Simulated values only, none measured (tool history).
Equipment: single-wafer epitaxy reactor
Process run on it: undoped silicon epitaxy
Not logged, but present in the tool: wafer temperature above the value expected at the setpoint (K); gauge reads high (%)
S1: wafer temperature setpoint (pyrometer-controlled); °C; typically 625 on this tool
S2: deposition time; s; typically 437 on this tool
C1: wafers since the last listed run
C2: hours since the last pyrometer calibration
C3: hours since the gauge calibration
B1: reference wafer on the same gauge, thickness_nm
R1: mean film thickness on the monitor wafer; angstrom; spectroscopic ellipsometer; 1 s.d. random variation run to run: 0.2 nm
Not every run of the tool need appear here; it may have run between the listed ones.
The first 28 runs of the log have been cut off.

| run | day | S1 | S2 | C1 | C2 | C3 | B1 | R1 |
|---|---|---|---|---|---|---|---|---|
| 29 | 108.471 | 625 | 385 | 246 | 1222.6 | 1008.9 | 34.498 | 367.32 |
| 30 | 111.967 | 615 | 437 | 216 | 1306.5 | 1092.8 | 34.594 | 322.10 |
|  | 114.225 | pyrometer calibrated |
| 31 | 115.704 | 630 | 469 | 211 | 35.5 | 1182.5 | 34.634 | 495.12 |
| 32 | 119.196 | 636 | 367 | 216 | 119.3 | 1266.3 | 34.569 | 451.35 |
| 33 | 122.962 | 625 | 437 | 233 | 209.7 | 1356.7 | 34.630 | 406.73 |
| 34 | 126.167 | 634 | 437 | 198 | 286.6 | 1433.6 | 34.535 | 514.51 |
| 35 | 128.117 | 612 | 395 | 120 | 333.4 | 1480.4 | 34.582 | 260.46 |
| 36 | 131.679 | 636 | 492 | 220 | 418.9 | 1565.9 | 34.560 | 613.04 |
| 37 | 133.188 | 625 | 437 | 93 | 455.1 | 1602.1 | 34.615 | 408.72 |
| 38 | 137.246 | 625 | 494 | 251 | 552.5 | 1699.5 | 34.549 | 463.41 |
| 39 | 139.538 | 625 | 515 | 142 | 607.5 | 1754.5 | 34.661 | 484.67 |
| 40 | 142.733 | 618 | 512 | 198 | 684.2 | 1831.2 | 34.670 | 403.51 |
| 41 | 146.096 | 639 | 408 | 208 | 764.9 | 1911.9 | 34.638 | 552.86 |
| 42 | 148.417 | 614 | 505 | 143 | 820.6 | 1967.6 | 34.686 | 355.99 |
| 43 | 151.458 | 612 | 395 | 188 | 893.6 | 2040.6 | 34.524 | 265.03 |
| 44 | 154.200 | 625 | 437 | 169 | 959.4 | 2106.4 | 34.511 | 416.47 |
| 45 | 158.621 | 617 | 520 | 274 | 1065.5 | 2212.5 | 34.730 | 402.21 |
| 46 | 165.808 | 630 | 481 | 445 | 1238.0 | 2385.0 | 34.660 | 528.28 |
| 47 | 168.150 | 613 | 437 | 145 | 1294.2 | 2441.2 | 34.614 | 306.50 |

Forecast each of these 3 alternatives for the next run:
| A | 168.171 | 625 | 437 | 1 | 1294.7 | 2441.7 | ? | ? |
| B | 168.171 | 625 | 504 | 1 | 1294.7 | 2441.7 | ? | ? |
| C | 168.171 | 618 | 508 | 1 | 1294.7 | 2441.7 | ? | ? |

| run | B1 | R1 |
|---|---|---|
| A | 34.660 | 422.31 |
| B | 34.660 | 487.06 |
| C | 34.660 | 408.20 |
Had the tool no hidden state, the same runs would have come out as:
| run | R1 |
|---|---|
| A | 403.67 |
| B | 465.56 |
| C | 389.88 |
